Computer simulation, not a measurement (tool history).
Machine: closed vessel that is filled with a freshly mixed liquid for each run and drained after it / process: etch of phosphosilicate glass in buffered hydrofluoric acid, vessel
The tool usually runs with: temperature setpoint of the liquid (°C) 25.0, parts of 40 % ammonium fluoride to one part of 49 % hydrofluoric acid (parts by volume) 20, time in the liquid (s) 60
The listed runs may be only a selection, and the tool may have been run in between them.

run   hour  temperature setpoint of the liquid (°C)  parts of 40 % ammonium fluoride to one part of 49 % hydrofluoric acid (parts by volume)  time in the liquid (s)  wafers since the last listed run  hours since the thermometer was replaced  hours since the hydrofluoric acid flow meter was replaced  hours since the gauge calibration  read-back film thickness of the phosphosilicate glass reference wafer, read on the same gauge (nm)  thickness taken off the phosphosilicate glass on a monitor wafer (Å)
  1    0.0                                     25.0                                                                                       20                      60                                 0                                     342.2                                                      821.5                               40.4                                                                                              119.97                                                                1153.9
  2    8.8                                     25.0                                                                                       20                      60                              1137                                     351.0                                                      830.3                               49.2                                                                                              120.06                                                                1142.7
  3   17.6                                     23.5                                                                                       20                      60                              1137                                     359.8                                                      839.1                               58.0                                                                                              119.97                                                                1051.2
  4   53.7                                     23.5                                                                                       20                      60                              4667                                     395.9                                                      875.2                               94.1                                                                                              119.97                                                                1045.0
  5   66.5                                     23.5                                                                                       20                      60                              1654                                     408.7                                                      888.0                              106.9                                                                                              119.99                                                                1047.4
  6   74.1                                     25.0                                                                                       20                      60                               982                                     416.3                                                      895.6                              114.5                                                                                              119.95                                                                1120.6
  7   85.7                                     25.0                                                                                       20                      60                              1499                                     427.9                                                      907.2                              126.1                                                                                              120.01                                                                1136.2
  8  101.3                                     22.5                                                                                       20                      60                              2016                                     443.5                                                      922.8                              141.7                                                                                              119.99                                                                 986.6
  9  118.5                                     25.0                                                                                       20                      60                              2223                                     460.7                                                      940.0                              158.9                                                                                              119.97                                                                1137.2
 10  134.0                                     25.0                                                                                       20                      60                              2003                                     476.2                                                      955.5                              174.4                                                                                              120.01                                                                1137.8
     134.6  -- gauge calibrated
     146.6  -- hydrofluoric acid flow meter replaced
 11  147.8                                     25.0                                                                                       20                      50                              1654                                     490.0                                                        1.2                               13.2                                                                                              119.97                                                                 900.9
 12  164.0                                     23.0                                                                                       20                      75                              2094                                     506.2                                                       17.4                               29.4                                                                                              119.97                                                                1194.0
 13  172.3                                     22.5                                                                                       25                      85                              1073                                     514.5                                                       25.7                               37.7                                                                                              119.99                                                                1144.0

For run 14, what comes out?
 14  185.3                                     25.0                                                                                       20                      60                              1680                                     527.5                                                       38.7                               50.7                                                                                                   ?                                                                     ?

read-back film thickness of the phosphosilicate glass reference wafer, read on the same gauge (nm): 119.97
thickness taken off the phosphosilicate glass on a monitor wafer (Å): 1062.8
The same run, on a tool lacking any hidden state, would have yielded thickness taken off the phosphosilicate glass on a monitor wafer (Å) 1192.9.
